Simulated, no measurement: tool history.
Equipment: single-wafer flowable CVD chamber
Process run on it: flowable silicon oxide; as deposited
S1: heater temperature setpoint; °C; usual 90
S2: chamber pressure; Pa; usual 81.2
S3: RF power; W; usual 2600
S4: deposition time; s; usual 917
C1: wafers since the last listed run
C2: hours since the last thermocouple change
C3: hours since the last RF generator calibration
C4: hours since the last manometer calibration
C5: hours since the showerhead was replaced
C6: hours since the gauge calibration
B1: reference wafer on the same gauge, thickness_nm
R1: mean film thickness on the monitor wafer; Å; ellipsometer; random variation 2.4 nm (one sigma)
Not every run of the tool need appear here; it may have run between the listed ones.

{"run": 1, "hour": 0.0, "S1": 84, "S2": 81.2, "S3": 2600, "S4": 1057, "C1": 0, "C2": 2536.8, "C3": 1716.7, "C4": 2084.8, "C5": 6613.7, "C6": 208.9, "B1": 535.038, "R1": 9267.74}
{"run": 2, "hour": 29.1, "S1": 84, "S2": 81.2, "S3": 2600, "S4": 1057, "C1": 46, "C2": 2565.9, "C3": 1745.8, "C4": 2113.9, "C5": 6642.8, "C6": 238, "B1": 535.414, "R1": 9254.31}
{"hour": 32.2, "done": "gauge calibrated"}
{"run": 3, "hour": 56.7, "S1": 84, "S2": 81.2, "S3": 2600, "S4": 1057, "C1": 43, "C2": 2593.5, "C3": 1773.4, "C4": 2141.5, "C5": 6670.4, "C6": 24.5, "B1": 535.434, "R1": 9255.06}
{"run": 4, "hour": 84.7, "S1": 90, "S2": 81.2, "S3": 2600, "S4": 917, "C1": 44, "C2": 2621.5, "C3": 1801.4, "C4": 2169.5, "C5": 6698.4, "C6": 52.5, "B1": 535.115, "R1": 6863.27}
{"run": 5, "hour": 113.1, "S1": 90, "S2": 81.2, "S3": 2600, "S4": 917, "C1": 45, "C2": 2649.9, "C3": 1829.8, "C4": 2197.9, "C5": 6726.8, "C6": 80.9, "B1": 535.442, "R1": 6885.87}
{"hour": 131.7, "done": "thermocouple changed; heater temperature recalibrated"}
{"run": 6, "hour": 132.1, "S1": 90, "S2": 81.2, "S3": 2600, "S4": 917, "C1": 17, "C2": 0.4, "C3": 1848.8, "C4": 2216.9, "C5": 6745.8, "C6": 99.9, "B1": 535.541, "R1": 5660.07}
{"run": 7, "hour": 153.6, "S1": 90, "S2": 81.2, "S3": 2600, "S4": 917, "C1": 34, "C2": 21.9, "C3": 1870.3, "C4": 2238.4, "C5": 6767.3, "C6": 121.4, "B1": 534.654, "R1": 5659.07}
{"run": 8, "hour": 166.4, "S1": 90, "S2": 76.7, "S3": 2600, "S4": 917, "C1": 20, "C2": 34.7, "C3": 1883.1, "C4": 2251.2, "C5": 6780.1, "C6": 134.2, "B1": 535.486, "R1": 5330.95}
{"hour": 183.1, "done": "capacitance manometer re-zeroed and calibrated"}
{"hour": 194.3, "done": "showerhead replaced, of another model than before"}
{"run": 9, "hour": 197.7, "S1": 90, "S2": 81.2, "S3": 2600, "S4": 917, "C1": 24, "C2": 66, "C3": 1914.4, "C4": 14.6, "C5": 3.4, "C6": 165.5, "B1": 534.751, "R1": 5719.66}
{"hour": 211.1, "done": "RF generator calibrated"}
{"hour": 217.1, "done": "gauge calibrated"}
{"run": 10, "hour": 226.2, "S1": 94, "S2": 81.2, "S3": 2860, "S4": 776, "C1": 32, "C2": 94.5, "C3": 15.1, "C4": 43.1, "C5": 31.9, "C6": 9.1, "B1": 535.12, "R1": 4377.1}
{"run": 11, "hour": 257.9, "S1": 90, "S2": 101.3, "S3": 2600, "S4": 917, "C1": 50, "C2": 126.2, "C3": 46.8, "C4": 74.8, "C5": 63.6, "C6": 40.8, "B1": 536.171, "R1": 6717.55}
{"run": 12, "hour": 293.9, "S1": 94, "S2": 72.3, "S3": 2455, "S4": 1051, "C1": 57, "C2": 162.2, "C3": 82.8, "C4": 110.8, "C5": 99.6, "C6": 76.8, "B1": 535.285, "R1": 5409.66}
{"run": 13, "hour": 320.8, "S1": 99, "S2": 81.2, "S3": 2345, "S4": 866, "C1": 42, "C2": 189.1, "C3": 109.7, "C4": 137.7, "C5": 126.5, "C6": 103.7, "B1": 535.238, "R1": 4113.92}
{"run": 14, "hour": 343.5, "S1": 80, "S2": 81.2, "S3": 2600, "S4": 1090, "C1": 36, "C2": 211.8, "C3": 132.4, "C4": 160.4, "C5": 149.2, "C6": 126.4, "B1": 534.724, "R1": 9051.96}
{"run": 15, "hour": 368.3, "S1": 90, "S2": 81.2, "S3": 2600, "S4": 917, "C1": 39, "C2": 236.6, "C3": 157.2, "C4": 185.2, "C5": 174, "C6": 151.2, "B1": 534.463, "R1": 5841.72}
{"run": 16, "hour": 399.0, "S1": 90, "S2": 81.2, "S3": 2600, "S4": 917, "C1": 48, "C2": 267.3, "C3": 187.9, "C4": 215.9, "C5": 204.7, "C6": 181.9, "B1": 535.22, "R1": 5841.02}

Branching from run 16: 4 alternative next runs. What would each branch give?
{"run": "A", "hour": 399.7, "S1": 90, "S2": 81.2, "S3": 2600, "S4": 917, "C1": 1, "C2": 268, "C3": 188.6, "C4": 216.6, "C5": 205.4, "C6": 182.6, "B1": "?", "R1": "?"}
{"run": "B", "hour": 399.7, "S1": 85, "S2": 81.2, "S3": 2415, "S4": 775, "C1": 1, "C2": 268, "C3": 188.6, "C4": 216.6, "C5": 205.4, "C6": 182.6, "B1": "?", "R1": "?"}
{"run": "C", "hour": 399.7, "S1": 96, "S2": 61.7, "S3": 3005, "S4": 1004, "C1": 1, "C2": 268, "C3": 188.6, "C4": 216.6, "C5": 205.4, "C6": 182.6, "B1": "?", "R1": "?"}
{"run": "D", "hour": 399.7, "S1": 90, "S2": 81.2, "S3": 2145, "S4": 1086, "C1": 1, "C2": 268, "C3": 188.6, "C4": 216.6, "C5": 205.4, "C6": 182.6, "B1": "?", "R1": "?"}

run=A B1=535.225 R1=5889.62
run=B B1=535.225 R1=5568.07
run=C B1=535.225 R1=4655.26
run=D B1=535.225 R1=6571.91
What these runs would have given with no unlogged condition in the tool:
run=A R1=5744.54
run=B R1=5427.57
run=C R1=4525.07
run=D R1=6410.03

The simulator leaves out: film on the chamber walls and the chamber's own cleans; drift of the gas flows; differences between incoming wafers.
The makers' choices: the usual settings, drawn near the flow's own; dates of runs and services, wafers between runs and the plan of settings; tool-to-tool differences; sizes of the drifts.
